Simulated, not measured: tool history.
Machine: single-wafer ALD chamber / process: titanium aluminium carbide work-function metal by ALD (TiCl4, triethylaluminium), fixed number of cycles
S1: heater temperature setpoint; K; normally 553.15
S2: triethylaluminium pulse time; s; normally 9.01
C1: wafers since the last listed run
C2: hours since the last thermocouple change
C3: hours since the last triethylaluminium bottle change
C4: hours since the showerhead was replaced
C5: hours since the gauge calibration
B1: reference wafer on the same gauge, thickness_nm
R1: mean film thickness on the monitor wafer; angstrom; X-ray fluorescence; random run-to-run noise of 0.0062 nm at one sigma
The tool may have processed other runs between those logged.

run 1 hour=0 | S1=553.15 S2=6.9 | C1=0 C2=2733.1 C3=895 C4=3324.5 C5=120.1 | B1=1.832 | R1=15.73
run 2 hour=33.9 | S1=553.15 S2=9.01 | C1=493 C2=2767 C3=928.9 C4=3358.4 C5=154 | B1=1.829 | R1=16.63
run 3 hour=62.6 | S1=553.15 S2=9.01 | C1=417 C2=2795.7 C3=957.6 C4=3387.1 C5=182.7 | B1=1.831 | R1=16.63
run 4 hour=151.3 | S1=553.15 S2=9.01 | C1=1290 C2=2884.4 C3=1046.3 C4=3475.8 C5=271.4 | B1=1.83 | R1=16.58
run 5 hour=234.4 | S1=553.15 S2=9.01 | C1=1208 C2=2967.5 C3=1129.4 C4=3558.9 C5=354.5 | B1=1.827 | R1=16.62
-- hour=245.9 gauge calibrated
run 6 hour=261.3 | S1=553.15 S2=9.01 | C1=391 C2=2994.4 C3=1156.3 C4=3585.8 C5=15.4 | B1=1.829 | R1=16.48
run 7 hour=274.7 | S1=545.15 S2=9.01 | C1=194 C2=3007.8 C3=1169.7 C4=3599.2 C5=28.8 | B1=1.83 | R1=15.95
run 8 hour=287.3 | S1=549.15 S2=10.03 | C1=183 C2=3020.4 C3=1182.3 C4=3611.8 C5=41.4 | B1=1.828 | R1=16.57
-- hour=318.6 showerhead replaced
run 9 hour=320.3 | S1=560.15 S2=6.33 | C1=363 C2=3053.4 C3=1215.3 C4=1.7 C5=74.4 | B1=1.831 | R1=15.68

Run 10 has not been measured yet. What should we expect?
run 10 hour=338.8 | S1=553.15 S2=9.01 | C1=269 C2=3071.9 C3=1233.8 C4=20.2 C5=92.9 | B1=? | R1=?

Run 10 yielded B1 1.831, R1 16.56 angstrom.
With the hidden condition absent and the run-to-run variation left alone, this run would have shown R1 17.73 angstrom.
